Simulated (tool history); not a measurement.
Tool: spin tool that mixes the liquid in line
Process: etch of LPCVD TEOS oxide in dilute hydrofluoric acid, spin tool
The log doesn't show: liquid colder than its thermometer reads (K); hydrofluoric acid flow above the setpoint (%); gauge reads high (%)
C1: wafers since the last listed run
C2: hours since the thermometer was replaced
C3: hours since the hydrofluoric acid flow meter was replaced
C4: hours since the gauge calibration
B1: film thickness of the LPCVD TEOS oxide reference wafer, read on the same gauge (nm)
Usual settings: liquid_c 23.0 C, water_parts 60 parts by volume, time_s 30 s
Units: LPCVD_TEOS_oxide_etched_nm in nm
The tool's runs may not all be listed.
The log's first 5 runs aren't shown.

run 6 hour=135.0 | liquid_c=23.0 water_parts=60 time_s=40 | C1=372 C2=1081.1 C3=315.8 C4=397.1 | B1=120.00 | LPCVD_TEOS_oxide_etched_nm=16.92
run 7 hour=153.0 | liquid_c=23.0 water_parts=45 time_s=30 | C1=317 C2=1099.1 C3=333.8 C4=415.1 | B1=120.01 | LPCVD_TEOS_oxide_etched_nm=17.31
run 8 hour=166.5 | liquid_c=23.0 water_parts=45 time_s=30 | C1=238 C2=1112.6 C3=347.3 C4=428.6 | B1=119.98 | LPCVD_TEOS_oxide_etched_nm=17.24
run 9 hour=197.2 | liquid_c=23.0 water_parts=45 time_s=30 | C1=541 C2=1143.3 C3=378.0 C4=459.3 | B1=120.00 | LPCVD_TEOS_oxide_etched_nm=17.34
run 10 hour=231.1 | liquid_c=23.0 water_parts=60 time_s=30 | C1=598 C2=1177.2 C3=411.9 C4=493.2 | B1=120.00 | LPCVD_TEOS_oxide_etched_nm=12.91
-- hour=239.3 gauge calibrated
run 11 hour=273.0 | liquid_c=24.5 water_parts=60 time_s=30 | C1=739 C2=1219.1 C3=453.8 C4=33.7 | B1=120.01 | LPCVD_TEOS_oxide_etched_nm=13.55
run 12 hour=298.9 | liquid_c=24.5 water_parts=60 time_s=30 | C1=456 C2=1245.0 C3=479.7 C4=59.6 | B1=120.00 | LPCVD_TEOS_oxide_etched_nm=13.63
run 13 hour=323.4 | liquid_c=24.5 water_parts=60 time_s=30 | C1=432 C2=1269.5 C3=504.2 C4=84.1 | B1=120.03 | LPCVD_TEOS_oxide_etched_nm=13.57
run 14 hour=348.0 | liquid_c=20.5 water_parts=60 time_s=30 | C1=434 C2=1294.1 C3=528.8 C4=108.7 | B1=119.97 | LPCVD_TEOS_oxide_etched_nm=11.53
run 15 hour=374.7 | liquid_c=20.5 water_parts=60 time_s=30 | C1=471 C2=1320.8 C3=555.5 C4=135.4 | B1=119.98 | LPCVD_TEOS_oxide_etched_nm=11.63
run 16 hour=387.0 | liquid_c=23.0 water_parts=60 time_s=30 | C1=217 C2=1333.1 C3=567.8 C4=147.7 | B1=119.99 | LPCVD_TEOS_oxide_etched_nm=12.84
run 17 hour=401.9 | liquid_c=20.5 water_parts=60 time_s=45 | C1=262 C2=1348.0 C3=582.7 C4=162.6 | B1=119.99 | LPCVD_TEOS_oxide_etched_nm=17.34
run 18 hour=426.1 | liquid_c=23.0 water_parts=60 time_s=20 | C1=426 C2=1372.2 C3=606.9 C4=186.8 | B1=119.99 | LPCVD_TEOS_oxide_etched_nm=8.57
run 19 hour=455.2 | liquid_c=27.5 water_parts=60 time_s=45 | C1=513 C2=1401.3 C3=636.0 C4=215.9 | B1=120.02 | LPCVD_TEOS_oxide_etched_nm=22.97
run 20 hour=471.3 | liquid_c=23.0 water_parts=45 time_s=50 | C1=284 C2=1417.4 C3=652.1 C4=232.0 | B1=120.02 | LPCVD_TEOS_oxide_etched_nm=29.24
run 21 hour=506.8 | liquid_c=23.0 water_parts=60 time_s=30 | C1=626 C2=1452.9 C3=687.6 C4=267.5 | B1=119.99 | LPCVD_TEOS_oxide_etched_nm=12.86
-- hour=530.9 hydrofluoric acid flow meter replaced
run 22 hour=533.9 | liquid_c=24.5 water_parts=90 time_s=35 | C1=460 C2=1480.0 C3=3.0 C4=294.6 | B1=120.01 | LPCVD_TEOS_oxide_etched_nm=10.44
run 23 hour=551.4 | liquid_c=23.0 water_parts=60 time_s=50 | C1=308 C2=1497.5 C3=20.5 C4=312.1 | B1=120.00 | LPCVD_TEOS_oxide_etched_nm=22.18
-- hour=553.0 thermometer replaced
run 24 hour=572.9 | liquid_c=25.5 water_parts=60 time_s=15 | C1=361 C2=19.9 C3=42.0 C4=333.6 | B1=120.01 | LPCVD_TEOS_oxide_etched_nm=7.30
run 25 hour=594.8 | liquid_c=23.0 water_parts=40 time_s=35 | C1=386 C2=41.8 C3=63.9 C4=355.5 | B1=120.02 | LPCVD_TEOS_oxide_etched_nm=23.63
run 26 hour=618.1 | liquid_c=23.0 water_parts=60 time_s=30 | C1=411 C2=65.1 C3=87.2 C4=378.8 | B1=120.01 | LPCVD_TEOS_oxide_etched_nm=13.26
-- hour=637.6 hydrofluoric acid flow meter replaced, repeated, since the last time left the tool worse
run 27 hour=641.4 | liquid_c=23.0 water_parts=85 time_s=40 | C1=393 C2=88.4 C3=3.8 C4=402.1 | B1=120.00 | LPCVD_TEOS_oxide_etched_nm=11.56
run 28 hour=734.2 | liquid_c=19.5 water_parts=35 time_s=15 | C1=1637 C2=181.2 C3=96.6 C4=494.9 | B1=120.02 | LPCVD_TEOS_oxide_etched_nm=9.63
run 29 hour=754.1 | liquid_c=23.0 water_parts=75 time_s=30 | C1=351 C2=201.1 C3=116.5 C4=514.8 | B1=120.02 | LPCVD_TEOS_oxide_etched_nm=9.90
-- hour=778.6 gauge calibrated
run 30 hour=790.1 | liquid_c=19.5 water_parts=40 time_s=40 | C1=635 C2=237.1 C3=152.5 C4=11.5 | B1=119.99 | LPCVD_TEOS_oxide_etched_nm=22.42

Forecast each of these 3 alternatives for the next run:
run A hour=790.5 | liquid_c=23.0 water_parts=60 time_s=30 | C1=7 C2=237.5 C3=152.9 C4=11.9 | B1=? | LPCVD_TEOS_oxide_etched_nm=?
run B hour=790.5 | liquid_c=26.0 water_parts=60 time_s=15 | C1=7 C2=237.5 C3=152.9 C4=11.9 | B1=? | LPCVD_TEOS_oxide_etched_nm=?
run C hour=790.5 | liquid_c=20.5 water_parts=60 time_s=35 | C1=7 C2=237.5 C3=152.9 C4=11.9 | B1=? | LPCVD_TEOS_oxide_etched_nm=?

run=A B1=119.98 LPCVD_TEOS_oxide_etched_nm=12.63
run=B B1=119.98 LPCVD_TEOS_oxide_etched_nm=7.14
run=C B1=119.98 LPCVD_TEOS_oxide_etched_nm=13.28
Without the tool's hidden state the same runs would have given:
run=A LPCVD_TEOS_oxide_etched_nm=12.54
run=B LPCVD_TEOS_oxide_etched_nm=7.08
run=C LPCVD_TEOS_oxide_etched_nm=13.19

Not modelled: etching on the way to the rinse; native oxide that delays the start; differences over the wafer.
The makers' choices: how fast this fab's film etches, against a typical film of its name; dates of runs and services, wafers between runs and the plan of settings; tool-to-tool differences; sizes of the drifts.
